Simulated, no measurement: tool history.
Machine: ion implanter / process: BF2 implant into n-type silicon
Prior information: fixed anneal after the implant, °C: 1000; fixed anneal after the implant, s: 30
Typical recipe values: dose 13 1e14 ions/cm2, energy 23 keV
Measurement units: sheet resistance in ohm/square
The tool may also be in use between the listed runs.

run   hour   dose  energy  wafers since the last listed run  hours since the last dose calibration  hours since the extraction supply was calibrated  hours since the gauge calibration  read-back reference wafer on the same gauge, sheet resistance  sheet resistance
  1      0     13      23                                 0                                 1650.6                                            2115.5                                 74                                                         152.09            148.64
  2   20.7  11.67      23                               258                                 1671.3                                            2136.2                               94.7                                                         152.02            153.21
  3   54.7  11.67      23                               425                                 1705.3                                            2170.2                              128.7                                                         151.98            152.64
  4   77.4     13      18                               284                                   1728                                            2192.9                              151.4                                                         152.03            162.85
  5  111.2     13      18                               422                                 1761.8                                            2226.7                              185.2                                                         152.01            162.58
  6  129.8     13      23                               232                                 1780.4                                            2245.3                              203.8                                                         152.06            148.23
  7  148.7     13      23                               236                                 1799.3                                            2264.2                              222.7                                                          152.1            148.23
  8    173     13      23                               304                                 1823.6                                            2288.5                                247                                                            152            148.17
  9    242     13      23                               863                                 1892.6                                            2357.5                                316                                                         152.06            147.97
 10    271     13      23                               362                                 1921.6                                            2386.5                                345                                                         151.94            148.09
 11  291.1     13      29                               251                                 1941.7                                            2406.6                              365.1                                                         151.96            134.78
 12  385.6     13      23                              1182                                 2036.2                                            2501.1                              459.6                                                         151.86            148.04
 13  398.9     13      23                               166                                 2049.5                                            2514.4                              472.9                                                            152            148.39
 14  421.4  14.66      23                               281                                   2072                                            2536.9                              495.4                                                         151.96            144.21
 15  439.1  14.66      23                               221                                 2089.7                                            2554.6                              513.1                                                            152             144.8
 16  453.1     13      23                               175                                 2103.7                                            2568.6                              527.1                                                         152.04            148.49
 17  487.1  14.74      23                               425                                 2137.7                                            2602.6                              561.1                                                          151.9            144.41
 18  503.9  16.46    18.5                               210                                 2154.5                                            2619.4                              577.9                                                         151.99            155.18
 19  527.5     13      16                               295                                 2178.1                                              2643                              601.5                                                          152.1            170.38
 20  552.5     13      23                               312                                 2203.1                                              2668                              626.5                                                          151.9            148.01
 21  587.3     13      23                               435                                 2237.9                                            2702.8                              661.3                                                         151.98            147.77
 22  607.1     13      23                               247                                 2257.7                                            2722.6                              681.1                                                         152.12            148.02
 23  683.9  14.67      20                               960                                 2334.5                                            2799.4                              757.9                                                         151.94            152.82
 24  706.1   9.43      26                               277                                 2356.7                                            2821.6                              780.1                                                         151.99            157.43
 25  720.1   9.82    29.5                               175                                 2370.7                                            2835.6                              794.1                                                         151.98            148.25
       771  -- gauge calibrated
     776.3  -- extraction supply calibrated
     827.8  -- Faraday cup replaced and dose calibrated
 26  828.3  16.54      21                              1153                                    0.5                                                52                               57.3                                                         151.99            149.56
 27  845.7  15.69    28.5                               217                                   17.9                                              69.4                               74.7                                                         151.92            132.18

The next listed run, before its measurement:
 28  859.5    13      30                               172                                   31.7                                              83.2                               88.5                                                              ?                 ?

Run 28 yielded read-back reference wafer on the same gauge, sheet resistance 151.92, sheet resistance 134.47 ohm/square.
Take away the tool's hidden state, keep the run-to-run variation as it was, and the same run would have given sheet resistance 134.65 ohm/square.
